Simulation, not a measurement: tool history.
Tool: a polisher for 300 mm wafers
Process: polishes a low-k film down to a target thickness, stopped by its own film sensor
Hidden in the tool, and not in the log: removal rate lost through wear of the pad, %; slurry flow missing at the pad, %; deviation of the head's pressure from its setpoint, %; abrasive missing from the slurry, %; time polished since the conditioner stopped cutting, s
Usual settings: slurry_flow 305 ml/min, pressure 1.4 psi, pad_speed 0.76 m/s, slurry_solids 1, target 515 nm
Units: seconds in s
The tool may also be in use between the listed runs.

| run | day | slurry_flow | pressure | pad_speed | slurry_solids | target | wafers since the last listed run | wafers polished on this pad | hours since the slurry nozzle was cleaned | hours since the head pressure was calibrated | hours since the slurry blender was calibrated | hours since the conditioning disc was replaced | incoming thickness of the incoming film, nm | seconds |
|---|---|---|---|---|---|---|---|---|---|---|---|---|---|---|
| 1 | 0 | 305 | 1.4 | 0.76 | 1 | 515 | 0 | 199 | 706.8 | 733.8 | 47 | 159.2 | 559.5 | 213.1 |
| 2 | 1.317 | 305 | 1.4 | 0.76 | 1 | 515 | 191 | 390 | 738.4 | 765.4 | 78.6 | 190.8 | 553 | 186 |
| 3 | 1.967 | 305 | 1.4 | 0.76 | 1 | 515 | 94 | 485 | 754 | 781 | 94.2 | 206.4 | 555.5 | 201.5 |
| 4 | 3.358 | 365 | 1.4 | 0.76 | 1 | 515 | 202 | 688 | 787.4 | 814.4 | 127.6 | 239.8 | 551.7 | 180.7 |
| 5 | 4.417 | 365 | 1.4 | 0.76 | 1 | 515 | 154 | 842 | 812.8 | 839.8 | 153 | 265.2 | 544.4 | 146.5 |
|  | 4.738 | worn pad replaced by a new one |
|  | 5.4 | conditioning disc replaced and pad reconditioned |
| 6 | 5.612 | 365 | 1.4 | 0.76 | 1 | 515 | 137 | 115 | 841.5 | 868.5 | 181.7 | 5.1 | 552.8 | 193.1 |
|  | 5.933 | slurry blender recalibrated |
| 7 | 6.946 | 305 | 1.4 | 0.76 | 1 | 515 | 182 | 297 | 873.5 | 900.5 | 24.3 | 37.1 | 551.9 | 198.7 |
| 8 | 7.938 | 305 | 1.4 | 0.76 | 1 | 510 | 144 | 441 | 897.3 | 924.3 | 48.1 | 60.9 | 547.9 | 208.7 |
| 9 | 9.092 | 305 | 1.4 | 0.76 | 1 | 510 | 168 | 609 | 925 | 952 | 75.8 | 88.6 | 551.4 | 238 |
|  | 9.179 | slurry blender recalibrated, repeated, since the last time left the tool worse |
|  | 9.596 | worn pad replaced by a new one |
|  | 10.075 | slurry nozzle cleaned |
| 10 | 10.546 | 305 | 1.4 | 0.76 | 1 | 515 | 169 | 132 | 11.3 | 986.9 | 32.8 | 123.5 | 559.1 | 215.6 |
| 11 | 11.121 | 305 | 1.6 | 0.76 | 1 | 515 | 83 | 216 | 25.1 | 1000.7 | 46.6 | 137.3 | 554.1 | 163.6 |
|  | 12.6 | head pressure recalibrated |
| 12 | 12.612 | 305 | 1.6 | 0.76 | 1 | 515 | 205 | 421 | 60.9 | 0.3 | 82.4 | 173.1 | 549.2 | 147.8 |
| 13 | 13.35 | 305 | 1.4 | 0.76 | 1 | 515 | 107 | 528 | 78.6 | 18 | 100.1 | 190.8 | 550 | 174.3 |
| 14 | 14.225 | 305 | 0.9 | 0.76 | 1 | 515 | 127 | 656 | 99.6 | 39 | 121.1 | 211.8 | 547.7 | 257.9 |
|  | 14.738 | worn pad replaced by a new one |
| 15 | 15.238 | 305 | 1.4 | 0.76 | 1 | 515 | 123 | 72 | 123.9 | 63.3 | 145.4 | 236.1 | 561.3 | 226.5 |
| 16 | 16.292 | 340 | 1.4 | 0.76 | 1.25 | 515 | 153 | 226 | 149.2 | 88.6 | 170.7 | 261.4 | 549.6 | 159.7 |
|  | 16.775 | conditioning disc replaced and pad reconditioned |
| 17 | 17.162 | 305 | 1.4 | 0.76 | 1 | 515 | 114 | 341 | 170.1 | 109.5 | 191.6 | 9.3 | 546 | 155.9 |
|  | 17.779 | slurry blender recalibrated |
| 18 | 17.879 | 365 | 1.4 | 0.76 | 1 | 515 | 92 | 433 | 187.3 | 126.7 | 2.4 | 26.5 | 555.6 | 187.1 |
| 19 | 19.229 | 405 | 1.4 | 0.76 | 1.25 | 515 | 196 | 630 | 219.7 | 159.1 | 34.8 | 58.9 | 550.8 | 159.4 |
| 20 | 19.975 | 305 | 1.4 | 0.76 | 1 | 515 | 108 | 738 | 237.6 | 177 | 52.7 | 76.8 | 550.3 | 175.2 |
|  | 20.212 | worn pad replaced by a new one |
| 21 | 20.621 | 210 | 1.4 | 0.76 | 1 | 525 | 69 | 59 | 253.1 | 192.5 | 68.2 | 92.3 | 560.9 | 186.2 |
| 22 | 22 | 400 | 1.2 | 0.76 | 0.85 | 522 | 200 | 260 | 286.2 | 225.6 | 101.3 | 125.4 | 555.8 | 200.7 |
| 23 | 22.912 | 305 | 1.4 | 0.76 | 0.8 | 515 | 132 | 393 | 308.1 | 247.5 | 123.2 | 147.3 | 557.8 | 231.4 |
| 24 | 23.612 | 305 | 1.4 | 0.96 | 1.1 | 515 | 101 | 495 | 324.9 | 264.3 | 140 | 164.1 | 546.3 | 124.7 |
| 25 | 24.121 | 305 | 0.9 | 0.76 | 1 | 523 | 74 | 569 | 337.1 | 276.5 | 152.2 | 176.3 | 544.9 | 170.8 |
| 26 | 25.467 | 305 | 1.4 | 0.68 | 1 | 515 | 196 | 765 | 369.4 | 308.8 | 184.5 | 208.6 | 552.2 | 207.5 |

Measured less the same run without the tool's hidden state. The same run-to-run variation is in both; the gauge's scatter may not be:
| run | seconds |
|---|---|
| 1 | +3.3 |
| 2 | +4.7 |
| 3 | +6.1 |
| 4 | +7.5 |
| 5 | +7.3 |
| 6 | +11.4 |
| 7 | +28.1 |
| 8 | +31.6 |
| 9 | +38.7 |
| 10 | +3.7 |
| 11 | +3.5 |
| 12 | +4.8 |
| 13 | +6.7 |
| 14 | +11.7 |
| 15 | +12.1 |
| 16 | +9.1 |
| 17 | +10.8 |
| 18 | +1.1 |
| 19 | +2.4 |
| 20 | +3.8 |
| 21 | +4.9 |
| 22 | +7.8 |
| 23 | +11 |
| 24 | +5.9 |
| 25 | +9.2 |
| 26 | +13.5 |
